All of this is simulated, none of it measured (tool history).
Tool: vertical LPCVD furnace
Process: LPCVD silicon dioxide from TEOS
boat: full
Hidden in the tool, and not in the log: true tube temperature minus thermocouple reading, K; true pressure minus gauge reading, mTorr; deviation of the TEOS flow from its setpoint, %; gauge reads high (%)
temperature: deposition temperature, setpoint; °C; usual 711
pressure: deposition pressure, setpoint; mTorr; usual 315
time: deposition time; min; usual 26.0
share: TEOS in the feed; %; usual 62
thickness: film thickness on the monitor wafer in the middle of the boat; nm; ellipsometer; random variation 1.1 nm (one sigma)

| run | day | temperature | pressure | time | share | wafers since the last listed run | hours since the last temperature calibration | hours since the pressure gauge was zeroed | hours since the TEOS flow controller was replaced | hours since the gauge calibration | read-back reference wafer on the same gauge, thickness | thickness |
|---|---|---|---|---|---|---|---|---|---|---|---|---|
| 1 | 0.000 | 711 | 315 | 33.5 | 70 | 0 | 2843.4 | 2852.1 | 2727.5 | 499.1 | 257.03 | 380.64 |
|  | 0.412 | gauge calibrated |
| 2 | 0.667 | 711 | 315 | 26.0 | 62 | 175 | 2859.4 | 2868.1 | 2743.5 | 6.1 | 257.56 | 278.04 |
| 3 | 1.200 | 711 | 315 | 26.0 | 62 | 140 | 2872.2 | 2880.9 | 2756.3 | 18.9 | 257.46 | 278.71 |
| 4 | 1.967 | 711 | 315 | 26.0 | 62 | 201 | 2890.6 | 2899.3 | 2774.7 | 37.3 | 257.43 | 277.28 |
|  | 3.179 | pressure gauge zeroed |
| 5 | 3.200 | 711 | 315 | 26.0 | 62 | 61 | 2920.2 | 0.5 | 2804.3 | 66.9 | 256.95 | 275.40 |
| 6 | 3.383 | 711 | 315 | 26.0 | 62 | 48 | 2924.6 | 4.9 | 2808.7 | 71.3 | 257.25 | 278.88 |
| 7 | 3.938 | 711 | 315 | 26.0 | 62 | 145 | 2937.9 | 18.2 | 2822.0 | 84.6 | 256.97 | 277.39 |
| 8 | 4.388 | 711 | 315 | 33.5 | 62 | 118 | 2948.7 | 29.0 | 2832.8 | 95.4 | 256.73 | 360.47 |
|  | 5.767 | thermocouples replaced and temperature profile calibrated |
| 9 | 5.788 | 711 | 315 | 33.5 | 62 | 105 | 0.5 | 62.6 | 2866.4 | 129.0 | 257.48 | 327.46 |
| 10 | 6.933 | 711 | 335 | 26.0 | 58 | 301 | 28.0 | 90.1 | 2893.9 | 156.5 | 256.71 | 253.02 |
| 11 | 7.604 | 711 | 315 | 32.5 | 62 | 176 | 44.1 | 106.2 | 2910.0 | 172.6 | 257.58 | 316.41 |
| 12 | 8.142 | 716 | 315 | 26.0 | 62 | 141 | 57.0 | 119.1 | 2922.9 | 185.5 | 257.09 | 284.10 |
| 13 | 8.500 | 703 | 355 | 31.5 | 67 | 94 | 65.6 | 127.7 | 2931.5 | 194.1 | 257.57 | 283.29 |
| 14 | 9.246 | 711 | 315 | 26.0 | 62 | 196 | 83.5 | 145.6 | 2949.4 | 212.0 | 256.83 | 255.68 |
| 15 | 9.733 | 711 | 280 | 15.5 | 53 | 128 | 95.2 | 157.3 | 2961.1 | 223.7 | 257.22 | 132.87 |
| 16 | 10.133 | 718 | 365 | 36.0 | 71 | 105 | 104.8 | 166.9 | 2970.7 | 233.3 | 256.80 | 474.62 |
| 17 | 10.842 | 711 | 365 | 26.0 | 62 | 186 | 121.8 | 183.9 | 2987.7 | 250.3 | 257.62 | 277.80 |
|  | 12.067 | TEOS flow controller replaced |
| 18 | 12.088 | 711 | 315 | 26.0 | 62 | 64 | 151.7 | 213.8 | 0.5 | 280.2 | 257.20 | 255.84 |
| 19 | 12.271 | 711 | 275 | 26.0 | 62 | 48 | 156.1 | 218.2 | 4.9 | 284.6 | 256.80 | 236.81 |
| 20 | 12.454 | 711 | 315 | 26.0 | 62 | 48 | 160.5 | 222.6 | 9.3 | 289.0 | 257.12 | 256.31 |
| 21 | 13.000 | 716 | 315 | 26.0 | 62 | 143 | 173.6 | 235.7 | 22.4 | 302.1 | 256.31 | 289.94 |
| 22 | 13.508 | 711 | 265 | 26.0 | 62 | 133 | 185.8 | 247.9 | 34.6 | 314.3 | 257.13 | 236.83 |
| 23 | 15.217 | 711 | 315 | 26.0 | 62 | 449 | 226.8 | 288.9 | 75.6 | 355.3 | 257.43 | 256.10 |
| 24 | 15.508 | 711 | 290 | 26.0 | 54 | 76 | 233.8 | 295.9 | 82.6 | 362.3 | 256.98 | 227.84 |
| 25 | 16.508 | 711 | 315 | 16.5 | 62 | 263 | 257.8 | 319.9 | 106.6 | 386.3 | 257.11 | 163.23 |
| 26 | 16.829 | 711 | 315 | 26.0 | 71 | 84 | 265.5 | 327.6 | 114.3 | 394.0 | 257.12 | 274.29 |
| 27 | 17.354 | 706 | 245 | 18.0 | 73 | 138 | 278.1 | 340.2 | 126.9 | 406.6 | 256.64 | 151.88 |
| 28 | 17.783 | 711 | 315 | 26.0 | 62 | 112 | 288.4 | 350.5 | 137.2 | 416.9 | 256.98 | 257.08 |
| 29 | 18.542 | 720 | 345 | 26.0 | 54 | 199 | 306.6 | 368.7 | 155.4 | 435.1 | 256.87 | 307.69 |
| 30 | 19.312 | 711 | 315 | 26.0 | 62 | 202 | 325.1 | 387.2 | 173.9 | 453.6 | 257.17 | 258.52 |
| 31 | 19.629 | 708 | 380 | 26.0 | 62 | 83 | 332.7 | 394.8 | 181.5 | 461.2 | 257.21 | 264.10 |
| 32 | 19.950 | 711 | 250 | 26.0 | 62 | 84 | 340.4 | 402.5 | 189.2 | 468.9 | 256.69 | 229.64 |

3 ways to go on from here, each from the tool as it stands after run 32. What would each give?
| A | 20.138 | 711 | 315 | 19.5 | 62 | 49 | 344.9 | 407.0 | 193.7 | 473.4 | ? | ? |
| B | 20.138 | 716 | 240 | 20.0 | 70 | 49 | 344.9 | 407.0 | 193.7 | 473.4 | ? | ? |
| C | 20.138 | 703 | 345 | 30.5 | 69 | 49 | 344.9 | 407.0 | 193.7 | 473.4 | ? | ? |

| run | read-back reference wafer on the same gauge, thickness | thickness |
|---|---|---|
| A | 256.72 | 192.17 |
| B | 256.72 | 204.64 |
| C | 256.72 | 276.34 |
Without the tool's hidden state the same runs would have given:
| run | thickness |
|---|---|
| A | 187.96 |
| B | 200.21 |
| C | 270.19 |
